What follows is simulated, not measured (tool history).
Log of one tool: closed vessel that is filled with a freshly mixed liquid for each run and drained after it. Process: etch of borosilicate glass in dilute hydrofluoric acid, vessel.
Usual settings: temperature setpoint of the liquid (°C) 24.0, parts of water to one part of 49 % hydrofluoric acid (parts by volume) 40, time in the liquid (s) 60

run	hour	temperature setpoint of the liquid (°C)	parts of water to one part of 49 % hydrofluoric acid (parts by volume)	time in the liquid (s)	read-back film thickness of the borosilicate glass reference wafer, read on the same gauge (nm)	thickness taken off the borosilicate glass on a monitor wafer (angstrom)
1	0.0	24.0	40	60	40.00	768.2
2	26.0	24.0	40	70	40.01	888.5
3	69.9	24.0	40	70	40.01	897.6
4	111.3	24.0	40	60	39.99	768.6
5	144.4	24.0	40	60	39.97	764.4
6	208.0	24.0	40	60	39.98	772.1
7	249.9	24.0	40	60	39.97	770.9
8	290.8	19.5	35	30	40.03	370.1
9	319.9	19.5	35	30	39.98	372.9
10	358.0	20.0	50	40	40.00	344.0
11	398.1	20.5	40	60	40.04	678.3
12	463.3	21.5	60	30	40.00	231.1
13	497.1	22.0	20	75	40.04	1829.6
14	548.2	20.5	25	60	40.00	1109.2
# hour 614.4: gauge calibrated
15	618.2	24.0	40	60	39.99	791.6
16	667.3	24.0	40	60	40.02	793.0
17	736.2	26.0	60	60	40.00	565.0
18	763.3	21.5	60	30	40.04	234.0
19	809.5	28.0	40	60	39.98	939.6
20	841.6	19.5	55	35	40.05	277.7
# hour 865.9: thermometer replaced
21	869.2	20.5	40	60	40.00	652.2
22	918.7	24.0	50	60	39.99	598.3
# hour 923.6: hydrofluoric acid flow meter replaced
23	960.7	24.0	60	30	40.01	230.7
24	990.1	24.0	30	60	40.00	958.2
25	1057.4	27.5	55	35	39.98	339.1
26	1105.1	24.0	30	60	40.01	963.1
27	1158.6	20.0	20	35	39.95	724.4
28	1213.3	24.0	50	80	39.98	762.9
29	1238.1	24.0	40	60	39.99	725.9
30	1309.5	24.0	40	85	39.97	1037.2
31	1355.5	24.0	40	60	39.96	726.1
32	1399.5	24.0	40	60	40.00	725.4

Forecast each of these 5 alternatives for the next run:
A	1400.2	24.0	40	60	?	?
B	1400.2	24.0	40	50	?	?
C	1400.2	22.5	55	95	?	?
D	1400.2	20.5	25	75	?	?
E	1400.2	24.0	40	35	?	?

run	read-back film thickness of the borosilicate glass reference wafer, read on the same gauge (nm)	thickness taken off the borosilicate glass on a monitor wafer (angstrom)
A	40.02	737.7
B	40.02	614.8
C	40.02	782.9
D	40.02	1297.5
E	40.02	430.3
Without the tool's hidden state the same runs would have given:
run	thickness taken off the borosilicate glass on a monitor wafer (angstrom)
A	710.6
B	592.2
C	754.0
D	1249.5
E	414.5

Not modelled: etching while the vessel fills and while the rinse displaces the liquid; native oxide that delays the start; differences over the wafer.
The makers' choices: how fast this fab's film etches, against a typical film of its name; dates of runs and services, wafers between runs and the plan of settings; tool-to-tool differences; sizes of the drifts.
